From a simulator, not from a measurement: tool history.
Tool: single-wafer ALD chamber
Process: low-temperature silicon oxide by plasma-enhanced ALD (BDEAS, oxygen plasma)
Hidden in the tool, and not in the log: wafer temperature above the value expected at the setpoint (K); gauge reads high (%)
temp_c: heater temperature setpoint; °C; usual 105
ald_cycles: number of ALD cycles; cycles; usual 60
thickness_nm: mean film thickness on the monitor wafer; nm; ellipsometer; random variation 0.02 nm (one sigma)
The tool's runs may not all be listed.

run     day  temp_c  ald_cycles  wafers since the last listed run  hours since the last thermocouple change  hours since the gauge calibration  read-back reference wafer on the same gauge, thickness_nm  thickness_nm
  1       0     105          56                                 0                                      1072                              445.2                                                      6.834         7.639
  2   0.967     105          56                               154                                    1095.2                              468.4                                                      6.829         7.594
  3   1.771     105          60                               128                                    1114.5                              487.7                                                      6.833         8.142
  4   3.117     105          60                               215                                    1146.8                                520                                                      6.834         8.181
  5    4.15     105          60                               165                                    1171.6                              544.8                                                      6.835          8.12
  6   4.962     115          69                               129                                    1191.1                              564.3                                                       6.83         9.223
  7   5.542     115          69                                92                                      1205                              578.2                                                      6.832         9.151
  8   6.604     115          69                               169                                    1230.5                              603.7                                                      6.831         9.163
  9   7.958     105          60                               216                                      1263                              636.2                                                      6.831         8.159
 10   8.479     105          60                                83                                    1275.5                              648.7                                                      6.827         8.131
 11   9.129     105          60                               103                                    1291.1                              664.3                                                      6.828          8.15
 12  10.183     114          60                               168                                    1316.4                              689.6                                                      6.839         7.998
 13  11.471     114          60                               205                                    1347.3                              720.5                                                      6.835         8.002
 14  12.112     110          60                               102                                    1362.7                              735.9                                                      6.832         8.039
 15  12.738      99          63                                99                                    1377.7                              750.9                                                      6.831         8.631
 16  14.133     105          60                               223                                    1411.2                              784.4                                                       6.83         8.133
     14.262  -- gauge calibrated
 17  15.354     105          60                               195                                    1440.5                               26.2                                                      6.829          8.12
 18  16.842     105          60                               237                                    1476.2                               61.9                                                      6.833          8.15
 19  17.408     105          60                                90                                    1489.8                               75.5                                                      6.831         8.158
 20  18.896     105          60                               237                                    1525.5                              111.2                                                      6.832         8.104
 21  20.121     112          60                               195                                    1554.9                              140.6                                                      6.834         7.977
 22  21.046      99          64                               147                                    1577.1                              162.8                                                      6.829         8.761
 23   21.65     105          60                                96                                    1591.6                              177.3                                                      6.826         8.117
 24  23.054     105          60                               224                                    1625.3                                211                                                      6.832         8.104
 25  24.542      96          51                               237                                      1661                              246.7                                                      6.829         7.015
 26  25.725      94          60                               189                                    1689.4                              275.1                                                      6.827         8.295
 27  26.933      96          51                               193                                    1718.4                              304.1                                                       6.83             7
 28  28.929      96          69                               319                                    1766.3                                352                                                      6.827         9.501
     30.246  -- thermocouple changed; heater temperature recalibrated
 29  31.133     105          60                               299                                      21.3                              404.9                                                      6.832         8.198
 30  32.062     117          54                               148                                      43.6                              427.2                                                      6.824          7.19
 31  35.871     109          66                               608                                       135                              518.6                                                       6.83         8.935
 32    36.8     115          63                               148                                     157.3                              540.9                                                      6.839         8.421
 33  38.271     112          54                               235                                     192.6                              576.2                                                      6.836         7.293
 34  39.038      90          67                               122                                       211                              594.6                                                      6.828         9.667
 35  39.575     111          50                                85                                     223.9                              607.5                                                       6.83         6.747
 36  40.471     105          63                               143                                     245.4                                629                                                      6.832         8.572
 37  41.204      98          52                               117                                       263                              646.6                                                      6.831         7.229
 38  42.667     100          55                               233                                     298.1                              681.7                                                      6.833         7.612
 39   44.15     105          60                               237                                     333.7                              717.3                                                      6.831         8.179
 40  45.054     113          71                               144                                     355.4                                739                                                      6.839         9.546
 41  45.608     105          60                                88                                     368.7                              752.3                                                      6.825         8.178

Hidden state at the last listed run before each entry between runs and at the first one after, where it differs:
Between runs 16 and 17: gauge calibrated (day 14.262)
  wafer temperature above the value expected at the setpoint (K): 4.06 -> 4.25
  measured less the result without the state, thickness_nm: -0.07 -> -0.073 nm
Between runs 28 and 29: thermocouple changed; heater temperature recalibrated (day 30.246)
  wafer temperature above the value expected at the setpoint (K): 6.61 -> 0.51
  measured less the result without the state, thickness_nm: -0.22 -> -0.009 nm
